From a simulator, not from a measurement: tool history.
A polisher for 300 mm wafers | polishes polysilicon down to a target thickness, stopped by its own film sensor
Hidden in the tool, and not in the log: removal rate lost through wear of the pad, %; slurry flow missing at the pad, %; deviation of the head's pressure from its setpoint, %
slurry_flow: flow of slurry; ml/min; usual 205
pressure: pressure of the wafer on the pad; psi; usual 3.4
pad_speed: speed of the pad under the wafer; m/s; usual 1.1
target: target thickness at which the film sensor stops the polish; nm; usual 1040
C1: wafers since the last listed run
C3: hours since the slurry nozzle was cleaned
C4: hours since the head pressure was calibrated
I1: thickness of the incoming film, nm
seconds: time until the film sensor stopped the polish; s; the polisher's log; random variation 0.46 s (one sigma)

Run 1, hour 0: usual settings but pressure 2.9 psi; C1 0; wafers polished on this pad 5809; C3 164.9; C4 365.7; I1 1796.6. Result: seconds 68.9 s.
Run 2, hour 38.1: usual settings but pressure 2.9 psi; C1 505; wafers polished on this pad 6315; C3 203; C4 403.8; I1 1758.9. Result: seconds 65.5 s.
Run 3, hour 111.9: usual settings but target 836 nm; C1 979; wafers polished on this pad 7294; C3 276.8; C4 477.6; I1 1770.1. Result: seconds 71.5 s.
Run 4, hour 216.6: usual settings but target 836 nm; C1 1388; wafers polished on this pad 8683; C3 381.5; C4 582.3; I1 1784.2. Result: seconds 72.8 s.
Run 5, hour 262.6: usual settings but target 844 nm; C1 610; wafers polished on this pad 9293; C3 427.5; C4 628.3; I1 1741.8. Result: seconds 68.7 s.
Run 6, hour 349.1: usual settings; C1 1147; wafers polished on this pad 10440; C3 514; C4 714.8; I1 1804.8. Result: seconds 59.2 s.
At hour 370.8: head pressure recalibrated.
At hour 407: worn pad replaced by a new one.
Run 7, hour 412.5: usual settings but slurry_flow 245 ml/min; C1 761; wafers polished on this pad 73; C3 577.4; C4 41.7; I1 1780.6. Result: seconds 56.3 s.
Run 8, hour 486.4: usual settings; C1 980; wafers polished on this pad 1053; C3 651.3; C4 115.6; I1 1747.6. Result: seconds 53.9 s.
At hour 738: slurry nozzle cleaned.
Run 9, hour 764.2: usual settings; C1 3671; wafers polished on this pad 4725; C3 26.2; C4 393.4; I1 1800.8. Result: seconds 59.2 s.
Run 10, hour 813.2: usual settings; C1 650; wafers polished on this pad 5375; C3 75.2; C4 442.4; I1 1737.5. Result: seconds 53.5 s.
Run 11, hour 904.2: usual settings; C1 1207; wafers polished on this pad 6583; C3 166.2; C4 533.4; I1 1741.6. Result: seconds 54.2 s.
Run 12, hour 976.9: usual settings; C1 964; wafers polished on this pad 7547; C3 238.9; C4 606.1; I1 1775. Result: seconds 56.3 s.
Run 13, hour 1064.5: usual settings but target 811 nm; C1 1162; wafers polished on this pad 8709; C3 326.5; C4 693.7; I1 1773. Result: seconds 73.6 s.
Run 14, hour 1110.3: usual settings but slurry_flow 170 ml/min, pressure 2.2 psi, pad_speed 0.82 m/s, target 957 nm; C1 607; wafers polished on this pad 9317; C3 372.3; C4 739.5; I1 1745.1. Result: seconds 114.3 s.
At hour 1125.9: head pressure recalibrated.
At hour 1180.4: worn pad replaced by a new one.
Run 15, hour 1201.1: usual settings but slurry_flow 255 ml/min, pad_speed 0.96 m/s, target 1111 nm; C1 1124; wafers polished on this pad 274; C3 463.1; C4 75.2; I1 1737.9. Result: seconds 52.5 s.
At hour 1460.6: slurry nozzle cleaned.
Run 16, hour 1507: usual settings but pressure 2.8 psi, pad_speed 1 m/s, target 795 nm; C1 4044; wafers polished on this pad 4318; C3 46.4; C4 381.1; I1 1803.1. Result: seconds 100.1 s.
Run 17, hour 1578.5: usual settings but slurry_flow 145 ml/min, pad_speed 1.4 m/s, target 1106 nm; C1 948; wafers polished on this pad 5267; C3 117.9; C4 452.6; I1 1786.4. Result: seconds 46.7 s.
Run 18, hour 1655.8: usual settings but pad_speed 0.72 m/s; C1 1025; wafers polished on this pad 6292; C3 195.2; C4 529.9; I1 1728.9. Result: seconds 68.5 s.
Run 19, hour 1726.7: usual settings but pressure 4.3 psi; C1 940; wafers polished on this pad 7233; C3 266.1; C4 600.8; I1 1758.7. Result: seconds 43.7 s.
Run 20, hour 1849.3: usual settings but slurry_flow 185 ml/min, pressure 2.9 psi, pad_speed 0.98 m/s, target 928 nm; C1 1626; wafers polished on this pad 8859; C3 388.7; C4 723.4; I1 1738.6. Result: seconds 79 s.
At hour 1919.8: worn pad replaced by a new one.
Run 21, hour 1930.9: usual settings but target 796 nm; C1 1029; wafers polished on this pad 146; C3 470.3; C4 805; I1 1798.7. Result: seconds 78 s.
At hour 1937.6: head pressure recalibrated.
Run 22, hour 1987.6: usual settings but pressure 2.8 psi, target 1155 nm; C1 725; wafers polished on this pad 872; C3 527; C4 50; I1 1768.6. Result: seconds 57.2 s.
Run 23, hour 2093.9: usual settings but target 1144 nm; C1 1410; wafers polished on this pad 2282; C3 633.3; C4 156.3; I1 1770.3. Result: seconds 48.3 s.
Run 24, hour 2149.1: usual settings but slurry_flow 145 ml/min, pressure 4.3 psi, pad_speed 0.78 m/s, target 882 nm; C1 732; wafers polished on this pad 3014; C3 688.5; C4 211.5; I1 1783. Result: seconds 70.5 s.
Run 25, hour 2244.8: usual settings but pressure 2.9 psi; C1 1269; wafers polished on this pad 4284; C3 784.2; C4 307.2; I1 1765.7. Result: seconds 65.4 s.
Run 26, hour 2288.4: usual settings but target 1122 nm; C1 578; wafers polished on this pad 4862; C3 827.8; C4 350.8; I1 1736.5. Result: seconds 47.5 s.
At hour 2350.2: slurry nozzle cleaned.
Run 27, hour 2377.5: usual settings; C1 1168; wafers polished on this pad 6031; C3 27.3; C4 439.9; I1 1773.5. Result: seconds 56.4 s.
Run 28, hour 2437.2: usual settings; C1 791; wafers polished on this pad 6823; C3 87; C4 499.6; I1 1767.5. Result: seconds 55.7 s.
Run 29, hour 2520.5: usual settings; C1 1105; wafers polished on this pad 7928; C3 170.3; C4 582.9; I1 1776.3. Result: seconds 57.4 s.
Run 30, hour 2612.8: usual settings but target 1228 nm; C1 1224; wafers polished on this pad 9152; C3 262.6; C4 675.2; I1 1770. Result: seconds 42.4 s.
Run 31, hour 2673.7: usual settings but pad_speed 0.84 m/s, target 835 nm; C1 807; wafers polished on this pad 9960; C3 323.5; C4 736.1; I1 1741.8. Result: seconds 81.8 s.
At hour 2704.7: worn pad replaced by a new one.
Run 32, hour 2771.7: usual settings but slurry_flow 175 ml/min, pad_speed 0.98 m/s, target 1197 nm; C1 1246; wafers polished on this pad 889; C3 421.5; C4 834.1; I1 1747.3. Result: seconds 46.3 s.
At hour 2789.9: head pressure recalibrated.
Run 33, hour 2831.9: usual settings but pad_speed 0.88 m/s, target 793 nm; C1 772; wafers polished on this pad 1661; C3 481.7; C4 42; I1 1785. Result: seconds 89.1 s.
Run 34, hour 2933.3: usual settings; C1 1345; wafers polished on this pad 3006; C3 583.1; C4 143.4; I1 1802.6. Result: seconds 59.2 s.
Run 35, hour 3002.5: usual settings; C1 917; wafers polished on this pad 3924; C3 652.3; C4 212.6; I1 1785.3. Result: seconds 58 s.
Run 36, hour 3054.5: usual settings; C1 689; wafers polished on this pad 4614; C3 704.3; C4 264.6; I1 1765.9. Result: seconds 55.6 s.
Run 37, hour 3162.4: usual settings but pad_speed 1.2 m/s; C1 1431; wafers polished on this pad 6045; C3 812.2; C4 372.5; I1 1756.1. Result: seconds 52 s.

What the log doesn't show, run by run:
removal rate lost through wear of the pad, %: 0 in every run
slurry flow missing at the pad, %: 0 in every run
deviation of the head's pressure from its setpoint, %: 0 in every run

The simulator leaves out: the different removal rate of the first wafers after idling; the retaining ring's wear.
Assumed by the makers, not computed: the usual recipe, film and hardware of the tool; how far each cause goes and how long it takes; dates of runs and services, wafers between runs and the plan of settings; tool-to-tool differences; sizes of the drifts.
